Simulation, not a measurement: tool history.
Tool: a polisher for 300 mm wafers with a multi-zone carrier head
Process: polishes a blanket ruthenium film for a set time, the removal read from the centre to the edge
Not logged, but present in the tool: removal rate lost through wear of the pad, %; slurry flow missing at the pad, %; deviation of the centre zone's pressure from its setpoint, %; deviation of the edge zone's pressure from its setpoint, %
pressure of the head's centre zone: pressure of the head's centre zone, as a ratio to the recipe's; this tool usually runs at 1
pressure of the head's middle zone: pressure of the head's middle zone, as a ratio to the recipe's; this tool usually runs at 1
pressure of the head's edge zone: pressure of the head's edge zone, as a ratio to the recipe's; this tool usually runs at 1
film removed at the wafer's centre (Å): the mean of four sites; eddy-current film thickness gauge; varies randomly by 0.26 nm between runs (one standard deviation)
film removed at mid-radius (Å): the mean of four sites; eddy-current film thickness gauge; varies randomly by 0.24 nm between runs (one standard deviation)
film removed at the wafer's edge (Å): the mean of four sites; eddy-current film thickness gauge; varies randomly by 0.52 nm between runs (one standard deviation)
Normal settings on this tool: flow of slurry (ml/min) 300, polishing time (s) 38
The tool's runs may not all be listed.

run   hour  flow of slurry (ml/min)  pressure of the head's centre zone  pressure of the head's middle zone  pressure of the head's edge zone  polishing time (s)  wafers since the last listed run  wafers polished on this pad  hours since the slurry nozzle was cleaned  hours since the centre zone pressure was calibrated  hours since the edge zone pressure was calibrated  hours since the carrier head's membrane was replaced  incoming thickness of the incoming film, nm  film removed at the wafer's centre (Å)  film removed at mid-radius (Å)  film removed at the wafer's edge (Å)
  1      0                      300                                   1                                   1                                 1                  38                                 0                          392                                      641.4                                                353.7                                              366.5                                                   867                                          533                                     331                             343                                   334
  2    7.1                      300                                   1                                   1                                 1                  38                                57                          449                                      648.5                                                360.8                                              373.6                                                 874.1                                        532.9                                     334                             339                                   330
  3   21.1                      300                                   1                                   1                                 1                  38                               113                          563                                      662.5                                                374.8                                              387.6                                                 888.1                                        533.8                                     330                             336                                   321
  4   37.4                      300                                   1                                   1                                 1                  38                               132                          695                                      678.8                                                391.1                                              403.9                                                 904.4                                        529.1                                     328                             330                                   328
  5     48                      300                                   1                                   1                                 1                  38                                85                          781                                      689.4                                                401.7                                              414.5                                                   915                                        534.4                                     331                             329                                   322
  6   55.6                      300                                   1                                   1                                 1                  38                                61                          842                                        697                                                409.3                                              422.1                                                 922.6                                        529.6                                     327                             332                                   325
  7   64.5                      300                                   1                                   1                                 1                  38                                72                          914                                      705.9                                                418.2                                                431                                                 931.5                                        530.6                                     327                             335                                   324
  8   73.2                      300                                1.08                                   1                                 1                  38                                70                          985                                      714.6                                                426.9                                              439.7                                                 940.2                                        526.4                                     355                             329                                   318
  9   89.8                      300                                   1                                   1                                 1                  38                               134                         1119                                      731.2                                                443.5                                              456.3                                                 956.8                                        525.5                                     327                             327                                   320
     100.1  -- slurry nozzle cleaned
 10    101                      300                                   1                                1.05                                 1                  49                                82                         1202                                        0.9                                                454.7                                              467.5                                                   968                                          528                                     423                             443                                   422
       107  -- worn pad replaced by a new one
 11  113.8                      300                                   1                                   1                              0.89                  38                                71                           54                                       13.7                                                467.5                                              480.3                                                 980.8                                        523.3                                     345                             354                                   339
 12  148.5                      300                                   1                                1.06                                 1                  31                               281                          335                                       48.4                                                502.2                                                515                                                1015.5                                        519.6                                     273                             292                                   276

Run 13, settings as shown, results not yet in. Your forecast:
 13  156.1                      300                                   1                                   1                                 1                  38                                61                          397                                         56                                                509.8                                              522.6                                                1023.1                                        527.5                                       ?                               ?                                     ?

film removed at the wafer's centre (Å): 334
film removed at mid-radius (Å): 339
film removed at the wafer's edge (Å): 337
With no hidden state in the tool, this same run would have given film removed at the wafer's centre (Å) 356, film removed at mid-radius (Å) 362, film removed at the wafer's edge (Å) 360.

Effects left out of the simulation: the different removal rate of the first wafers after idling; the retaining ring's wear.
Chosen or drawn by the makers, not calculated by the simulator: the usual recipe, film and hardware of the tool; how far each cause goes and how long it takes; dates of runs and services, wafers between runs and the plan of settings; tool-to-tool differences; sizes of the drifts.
